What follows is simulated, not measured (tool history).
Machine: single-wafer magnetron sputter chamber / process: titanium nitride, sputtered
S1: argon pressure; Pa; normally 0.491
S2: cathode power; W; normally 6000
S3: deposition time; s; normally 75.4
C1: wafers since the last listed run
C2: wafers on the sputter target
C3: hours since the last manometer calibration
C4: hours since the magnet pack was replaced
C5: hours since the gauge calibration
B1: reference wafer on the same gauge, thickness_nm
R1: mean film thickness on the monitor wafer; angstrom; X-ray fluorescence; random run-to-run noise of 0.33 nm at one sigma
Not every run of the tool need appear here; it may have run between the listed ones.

run     day     S1    S2    S3    C1    C2      C3      C4      C5      B1       R1
  1       0  0.491  6000  75.4     0  1999   890.2  5985.7  1623.8  81.784   869.71
  2   2.588  0.491  6000  72.2   621  2621   952.3  6047.8  1685.9  81.763   828.59
  3   6.554  0.491  6000  82.7   953  3574  1047.5    6143  1781.1  81.729   954.91
  4   8.242  0.491  6000  82.7   405  3980    1088  6183.5  1821.6  81.781   951.59
  5  11.962  0.354  6000  75.4   894  4874  1177.3  6272.8  1910.9  81.814   909.02
  6  15.412  0.354  6000  75.4   828  5703  1260.1  6355.6  1993.7  81.822    905.4
     16.108  -- sputter target and shields replaced
  7  18.821  0.491  6000  75.4   738   652  1341.9  6437.4  2075.5  81.815   903.25
  8  21.596  0.491  5150  75.4   666  1319  1408.5    6504  2142.1  81.851    769.6
  9  23.554  0.491  5150  75.4   470  1789  1455.5    6551  2189.1  81.818   760.67
     24.442  -- capacitance manometer re-zeroed and calibrated
 10  27.008  0.491  5150  75.4   749  2539    61.6  6633.9    2272  81.787   741.77
     28.788  -- gauge calibrated
 11  31.458  0.491  6000  75.4  1069  3608   168.4  6740.7    64.1  81.792   859.72
 12  33.483  0.491  6000  75.4   486  4095     217  6789.3   112.7  81.747   861.97
 13   37.25  0.491  6000  75.4   905  5000   307.4  6879.7   203.1  81.782   852.56
     40.229  -- sputter target and shields replaced
 14  40.283  0.491  6000  75.4   648    12   380.2  6952.5   275.9  81.878   888.01
 15  46.162  0.491  6000  75.4  1412  1425   521.3  7093.6     417  81.777   873.33
 16  49.621  0.491  7100  75.4   830  2256   604.3  7176.6     500  81.766  1024.68
     51.208  -- magnet pack replaced
 17  53.342  0.541  7150  69.8   813  3070   693.6    51.2   589.3  81.825   928.47
 18   55.75  0.491  6000  83.8   578  3649   751.4     109   647.1  81.743   949.77
 19  57.512  0.627  6950  79.6   423  4072   793.7   151.3   689.4  81.782   989.69
 20  59.733  0.382  6000  88.9   533  4606     847   204.6   742.7  81.775  1050.02
 21  62.517  0.491  4950  60.9   668  5275   913.8   271.4   809.5   81.82   569.19
     63.704  -- sputter target and shields replaced
 22    66.1  0.491  6000  75.4   780   575   999.8   357.4   895.5  81.779   894.87
 23  68.633  0.491  5600    63   608  1184  1060.6   418.2   956.3  81.771   687.21
 24   71.45  0.491  6000  75.4   676  1861  1128.2   485.8  1023.9  81.787   877.35
 25  74.583  0.491  4850  80.8   752  2614  1203.4     561  1099.1  81.809   754.28
 26   77.15  0.574  6000  89.9   616  3230    1265   622.6  1160.7  81.857  1010.03
 27  80.508  0.309  6000  75.4   806  4037  1345.6   703.2  1241.3  81.755   931.02

Below, some changes in R1 between adjacent runs. For each, the amount present without the hidden state too (settings, incoming material, random variation) and the amount remaining for the hidden state with gauge scatter not shared by both compared results:
Hidden conditions of the tool in this case: deposition rate above that of a new target (%); true argon pressure above the setpoint (%); gauge reads high (%).
Run 6 -> 7: S1 0.354 -> 0.491, sputter target and shields replaced. R1 -2.15 angstrom: hidden state +40.41, all else -42.56.
Run 13 -> 14: sputter target and shields replaced. R1 +35.45 angstrom: hidden state +38.32, all else -2.87.
Run 20 -> 21: S1 0.382 -> 0.491, S2 6000 -> 4950, S3 88.9 -> 60.9. R1 -480.83 angstrom: hidden state +27.74, all else -508.57.
Run 21 -> 22: S2 4950 -> 6000, S3 60.9 -> 75.4, sputter target and shields replaced. R1 +325.68 angstrom: hidden state +23.08, all else +302.6.
